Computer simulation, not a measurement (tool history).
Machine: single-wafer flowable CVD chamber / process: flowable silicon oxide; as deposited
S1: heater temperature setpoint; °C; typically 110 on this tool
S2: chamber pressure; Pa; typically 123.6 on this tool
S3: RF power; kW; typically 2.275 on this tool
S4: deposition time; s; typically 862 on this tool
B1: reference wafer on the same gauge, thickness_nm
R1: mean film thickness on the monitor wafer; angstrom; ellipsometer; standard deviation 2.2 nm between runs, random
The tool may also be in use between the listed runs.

| run | hour | S1 | S2 | S3 | S4 | B1 | R1 |
|---|---|---|---|---|---|---|---|
| 1 | 0.0 | 110 | 123.6 | 2.275 | 862 | 418.040 | 4886.13 |
| 2 | 41.9 | 110 | 123.6 | 2.275 | 862 | 418.036 | 4870.10 |
| 3 | 70.4 | 110 | 123.6 | 2.275 | 862 | 418.182 | 4884.73 |
| 4 | 106.3 | 110 | 123.6 | 2.275 | 862 | 418.291 | 4860.92 |
| 5 | 172.3 | 110 | 123.6 | 2.275 | 862 | 417.754 | 4889.71 |
| 6 | 240.3 | 110 | 123.6 | 2.275 | 862 | 418.011 | 4941.52 |
| 7 | 298.7 | 110 | 123.6 | 2.275 | 862 | 418.485 | 4934.46 |
| 8 | 342.2 | 110 | 123.6 | 2.275 | 862 | 417.770 | 4924.43 |
| 9 | 411.2 | 110 | 123.6 | 2.275 | 862 | 417.903 | 4796.12 |
| 10 | 472.4 | 110 | 123.6 | 2.275 | 862 | 418.033 | 4822.31 |
| 11 | 533.2 | 110 | 123.6 | 2.275 | 862 | 418.121 | 4848.23 |
| 12 | 662.1 | 100 | 150.3 | 2.460 | 862 | 418.011 | 8148.45 |
| 13 | 712.0 | 98 | 154.3 | 2.665 | 937 | 418.169 | 9786.00 |
| 14 | 766.3 | 110 | 142.1 | 2.680 | 781 | 418.159 | 5083.89 |
| 15 | 801.7 | 110 | 153.5 | 2.275 | 769 | 417.698 | 5312.05 |
| 16 | 857.0 | 104 | 109.6 | 2.275 | 764 | 418.052 | 4665.18 |
| 17 | 911.7 | 110 | 123.6 | 2.275 | 862 | 418.003 | 4815.23 |
| 18 | 969.9 | 105 | 123.6 | 2.275 | 862 | 418.106 | 5716.35 |
| 19 | 1039.7 | 110 | 104.1 | 1.905 | 862 | 418.044 | 4031.62 |
| 20 | 1106.5 | 110 | 123.6 | 2.275 | 862 | 417.609 | 4845.21 |
| 21 | 1158.8 | 110 | 123.6 | 2.055 | 862 | 417.816 | 4804.63 |
| 22 | 1204.1 | 110 | 123.6 | 2.275 | 862 | 417.920 | 4870.48 |
| 23 | 1248.4 | 110 | 123.6 | 1.885 | 862 | 417.538 | 4793.85 |
| 24 | 1313.3 | 110 | 123.6 | 2.275 | 862 | 417.944 | 4906.82 |
| 25 | 1351.8 | 110 | 123.6 | 2.275 | 989 | 418.062 | 5621.87 |
| 26 | 1417.5 | 110 | 123.6 | 2.275 | 862 | 417.534 | 4886.52 |
| 27 | 1466.0 | 118 | 123.6 | 2.275 | 862 | 417.734 | 3801.47 |
| 28 | 1534.7 | 100 | 123.6 | 1.970 | 732 | 418.086 | 5768.44 |

Between the runs listed above, the log contained 5 entries, not reproduced here. Where in the sequence does each belong, and how does what the log doesn't record of the tool's condition differ from the listed run before to the listed run after?
Runs 8 to 9: RF generator calibrated (hour 350.2); capacitance manometer re-zeroed and calibrated (hour 382.3); thermocouple changed; heater temperature recalibrated (hour 392.2)
  true pressure above the setpoint (%): 2.56 -> 0.204
  measured minus no-state result, R1: +118.89 -> +9.46 angstrom
Runs 12 to 13: showerhead replaced (hour 711.5)
  true pressure above the setpoint (%): 0.337 -> 0.389
  measured minus no-state result, R1: +24.18 -> +33.51 angstrom
Runs 14 to 15: gauge calibrated (hour 797.3)
  true pressure above the setpoint (%): 0.455 -> 0.504
  measured minus no-state result, R1: +21.89 -> +23.54 angstrom
